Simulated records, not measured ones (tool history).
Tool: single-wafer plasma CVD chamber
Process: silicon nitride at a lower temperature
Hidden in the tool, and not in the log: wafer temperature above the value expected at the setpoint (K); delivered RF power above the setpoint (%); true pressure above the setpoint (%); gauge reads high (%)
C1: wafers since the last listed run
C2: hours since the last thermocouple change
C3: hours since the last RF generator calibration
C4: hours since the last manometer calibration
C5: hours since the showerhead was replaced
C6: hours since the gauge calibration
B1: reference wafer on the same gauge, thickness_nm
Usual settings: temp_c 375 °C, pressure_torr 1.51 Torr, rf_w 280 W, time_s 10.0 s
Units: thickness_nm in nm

run 1 hour=0.0 | temp_c=375 pressure_torr=1.51 rf_w=280 time_s=10.0 | C1=0 C2=1472.5 C3=265.1 C4=1338.0 C5=2038.3 C6=461.2 | B1=8.892 | thickness_nm=9.641
run 2 hour=54.5 | temp_c=375 pressure_torr=1.51 rf_w=280 time_s=10.0 | C1=1286 C2=1527.0 C3=319.6 C4=1392.5 C5=2092.8 C6=515.7 | B1=8.892 | thickness_nm=9.594
run 3 hour=118.1 | temp_c=375 pressure_torr=1.51 rf_w=280 time_s=10.0 | C1=1501 C2=1590.6 C3=383.2 C4=1456.1 C5=2156.4 C6=579.3 | B1=8.888 | thickness_nm=9.580
run 4 hour=174.6 | temp_c=375 pressure_torr=1.51 rf_w=280 time_s=9.2 | C1=1334 C2=1647.1 C3=439.7 C4=1512.6 C5=2212.9 C6=635.8 | B1=8.892 | thickness_nm=8.827
run 5 hour=216.7 | temp_c=375 pressure_torr=1.51 rf_w=280 time_s=9.2 | C1=994 C2=1689.2 C3=481.8 C4=1554.7 C5=2255.0 C6=677.9 | B1=8.898 | thickness_nm=8.790
-- hour=424.1 gauge calibrated
run 6 hour=426.2 | temp_c=375 pressure_torr=1.51 rf_w=280 time_s=9.6 | C1=4946 C2=1898.7 C3=691.3 C4=1764.2 C5=2464.5 C6=2.1 | B1=8.878 | thickness_nm=9.154
run 7 hour=486.8 | temp_c=375 pressure_torr=1.51 rf_w=280 time_s=9.6 | C1=1430 C2=1959.3 C3=751.9 C4=1824.8 C5=2525.1 C6=62.7 | B1=8.896 | thickness_nm=9.167
run 8 hour=523.5 | temp_c=375 pressure_torr=1.51 rf_w=280 time_s=10.0 | C1=866 C2=1996.0 C3=788.6 C4=1861.5 C5=2561.8 C6=99.4 | B1=8.894 | thickness_nm=9.517
run 9 hour=566.4 | temp_c=375 pressure_torr=1.51 rf_w=280 time_s=10.0 | C1=1012 C2=2038.9 C3=831.5 C4=1904.4 C5=2604.7 C6=142.3 | B1=8.885 | thickness_nm=9.518
run 10 hour=666.2 | temp_c=375 pressure_torr=1.51 rf_w=280 time_s=10.0 | C1=2356 C2=2138.7 C3=931.3 C4=2004.2 C5=2704.5 C6=242.1 | B1=8.890 | thickness_nm=9.469
-- hour=684.0 capacitance manometer re-zeroed and calibrated
run 11 hour=727.2 | temp_c=375 pressure_torr=1.51 rf_w=280 time_s=10.0 | C1=1251 C2=2199.7 C3=992.3 C4=43.2 C5=2765.5 C6=303.1 | B1=8.895 | thickness_nm=9.769
run 12 hour=754.1 | temp_c=375 pressure_torr=1.51 rf_w=280 time_s=10.0 | C1=635 C2=2226.6 C3=1019.2 C4=70.1 C5=2792.4 C6=330.0 | B1=8.894 | thickness_nm=9.723
run 13 hour=805.0 | temp_c=382 pressure_torr=1.21 rf_w=280 time_s=10.0 | C1=1201 C2=2277.5 C3=1070.1 C4=121.0 C5=2843.3 C6=380.9 | B1=8.899 | thickness_nm=8.907
run 14 hour=858.2 | temp_c=366 pressure_torr=1.33 rf_w=250 time_s=11.2 | C1=1256 C2=2330.7 C3=1123.3 C4=174.2 C5=2896.5 C6=434.1 | B1=8.887 | thickness_nm=9.879
run 15 hour=914.3 | temp_c=384 pressure_torr=1.51 rf_w=245 time_s=8.0 | C1=1324 C2=2386.8 C3=1179.4 C4=230.3 C5=2952.6 C6=490.2 | B1=8.896 | thickness_nm=7.295
run 16 hour=963.3 | temp_c=382 pressure_torr=1.32 rf_w=250 time_s=11.6 | C1=1156 C2=2435.8 C3=1228.4 C4=279.3 C5=3001.6 C6=539.2 | B1=8.891 | thickness_nm=10.128
-- hour=982.8 showerhead replaced
run 17 hour=1005.5 | temp_c=375 pressure_torr=1.51 rf_w=265 time_s=10.0 | C1=807 C2=2478.0 C3=1270.6 C4=321.5 C5=22.7 C6=581.4 | B1=8.890 | thickness_nm=9.452
run 18 hour=1045.5 | temp_c=375 pressure_torr=1.51 rf_w=280 time_s=10.0 | C1=944 C2=2518.0 C3=1310.6 C4=361.5 C5=62.7 C6=621.4 | B1=8.892 | thickness_nm=9.640
-- hour=1081.1 thermocouple changed; heater temperature recalibrated
run 19 hour=1081.6 | temp_c=375 pressure_torr=1.51 rf_w=330 time_s=11.0 | C1=663 C2=0.5 C3=1346.7 C4=397.6 C5=98.8 C6=657.5 | B1=8.894 | thickness_nm=11.424
run 20 hour=1142.7 | temp_c=375 pressure_torr=1.51 rf_w=330 time_s=11.0 | C1=1442 C2=61.6 C3=1407.8 C4=458.7 C5=159.9 C6=718.6 | B1=8.886 | thickness_nm=11.388
-- hour=1151.5 RF generator calibrated
run 21 hour=1209.2 | temp_c=389 pressure_torr=1.69 rf_w=280 time_s=10.0 | C1=1381 C2=128.1 C3=57.7 C4=525.2 C5=226.4 C6=785.1 | B1=8.891 | thickness_nm=10.116
run 22 hour=1236.1 | temp_c=375 pressure_torr=1.51 rf_w=280 time_s=10.0 | C1=635 C2=155.0 C3=84.6 C4=552.1 C5=253.3 C6=812.0 | B1=8.890 | thickness_nm=9.802
run 23 hour=1403.7 | temp_c=369 pressure_torr=1.19 rf_w=315 time_s=10.0 | C1=3957 C2=322.6 C3=252.2 C4=719.7 C5=420.9 C6=979.6 | B1=8.896 | thickness_nm=9.369
-- hour=1443.6 gauge calibrated
run 24 hour=1475.5 | temp_c=375 pressure_torr=1.43 rf_w=280 time_s=10.0 | C1=1695 C2=394.4 C3=324.0 C4=791.5 C5=492.7 C6=31.9 | B1=8.884 | thickness_nm=9.501
run 25 hour=1654.9 | temp_c=380 pressure_torr=1.51 rf_w=280 time_s=10.0 | C1=4235 C2=573.8 C3=503.4 C4=970.9 C5=672.1 C6=211.3 | B1=8.878 | thickness_nm=9.615
run 26 hour=1689.2 | temp_c=389 pressure_torr=1.17 rf_w=260 time_s=11.9 | C1=809 C2=608.1 C3=537.7 C4=1005.2 C5=706.4 C6=245.6 | B1=8.896 | thickness_nm=9.995
run 27 hour=1755.6 | temp_c=382 pressure_torr=1.69 rf_w=255 time_s=10.0 | C1=1567 C2=674.5 C3=604.1 C4=1071.6 C5=772.8 C6=312.0 | B1=8.897 | thickness_nm=9.612
run 28 hour=1800.0 | temp_c=385 pressure_torr=1.77 rf_w=315 time_s=10.0 | C1=1048 C2=718.9 C3=648.5 C4=1116.0 C5=817.2 C6=356.4 | B1=8.890 | thickness_nm=10.605

What the log doesn't show, run by run:
wafer temperature above the value expected at the setpoint (K): 0 in every run
gauge reads high (%): 0 in every run
H1: delivered RF power above the setpoint (%)
H2: true pressure above the setpoint (%)
run=1 H1=-2.84 H2=-5.63
run=2 H1=-3.16 H2=-5.7
run=3 H1=-3.49 H2=-5.78
run=4 H1=-3.74 H2=-5.84
run=5 H1=-3.91 H2=-5.88
run=6 H1=-4.53 H2=-6.05
run=7 H1=-4.66 H2=-6.09
run=8 H1=-4.73 H2=-6.11
run=9 H1=-4.81 H2=-6.13
run=10 H1=-4.96 H2=-6.18
run=11 H1=-5.03 H2=0.782
run=12 H1=-5.06 H2=0.516
run=13 H1=-5.12 H2=0.0423
run=14 H1=-5.16 H2=-0.414
run=15 H1=-5.21 H2=-0.856
run=16 H1=-5.24 H2=-1.21
run=17 H1=-5.27 H2=-1.5
run=18 H1=-5.29 H2=-1.75
run=19 H1=-5.31 H2=-1.97
run=20 H1=-5.34 H2=-2.3
run=21 H1=-0.771 H2=-2.64
run=22 H1=-1.04 H2=-2.76
run=23 H1=-2.37 H2=-3.43
run=24 H1=-2.8 H2=-3.67
run=25 H1=-3.6 H2=-4.16
run=26 H1=-3.72 H2=-4.24
run=27 H1=-3.92 H2=-4.38
run=28 H1=-4.04 H2=-4.47
